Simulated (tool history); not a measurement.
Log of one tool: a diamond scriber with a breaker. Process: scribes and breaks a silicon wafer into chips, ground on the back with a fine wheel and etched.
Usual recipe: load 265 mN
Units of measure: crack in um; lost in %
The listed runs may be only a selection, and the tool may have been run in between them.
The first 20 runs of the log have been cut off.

run,day,load,wafers since the last listed run,hours since the diamond tip was replaced,hours since the load on the tip was calibrated,"incoming depth of the damage left on the back of the incoming wafer, um",crack,lost
21,23.212,265,106,244.2,54.5,0.37,12.16,0.48
22,24.621,265,112,278.0,88.3,0.60,12.17,0.64
23,25.225,215,48,292.5,102.8,0.70,10.73,2.11
24,25.992,265,61,310.9,121.2,0.57,12.45,0.69
25,27.483,265,119,346.7,157.0,0.71,12.21,0.81
26,28.842,341,108,379.3,189.6,0.39,15.59,6.48
27,29.350,328,40,391.5,201.8,0.41,14.88,5.62
28,30.075,205,57,408.9,219.2,0.72,10.59,2.16
29,31.267,308,95,437.5,247.8,0.54,14.36,3.38
30,32.054,306,62,456.4,266.7,0.75,14.35,3.64
31,33.392,322,106,488.5,298.8,0.55,14.52,4.82
32,34.721,337,106,520.4,330.7,0.40,15.28,7.65
33,35.442,290,57,537.7,348.0,0.69,13.67,2.89
34,36.450,216,80,561.9,372.2,0.68,11.31,1.05

Alternative continuations, all from the tool just after run 34; predict every row:
A,36.475,265,1,562.5,372.8,0.34,?,?
B,36.475,232,1,562.5,372.8,0.34,?,?
C,36.475,319,1,562.5,372.8,0.34,?,?

run,crack,lost
A,12.83,1.20
B,11.70,0.55
C,14.60,5.31
Without the tool's unlogged condition, the same runs would have read:
run,crack,lost
A,11.89,0.52
B,10.83,1.52
C,13.52,2.43
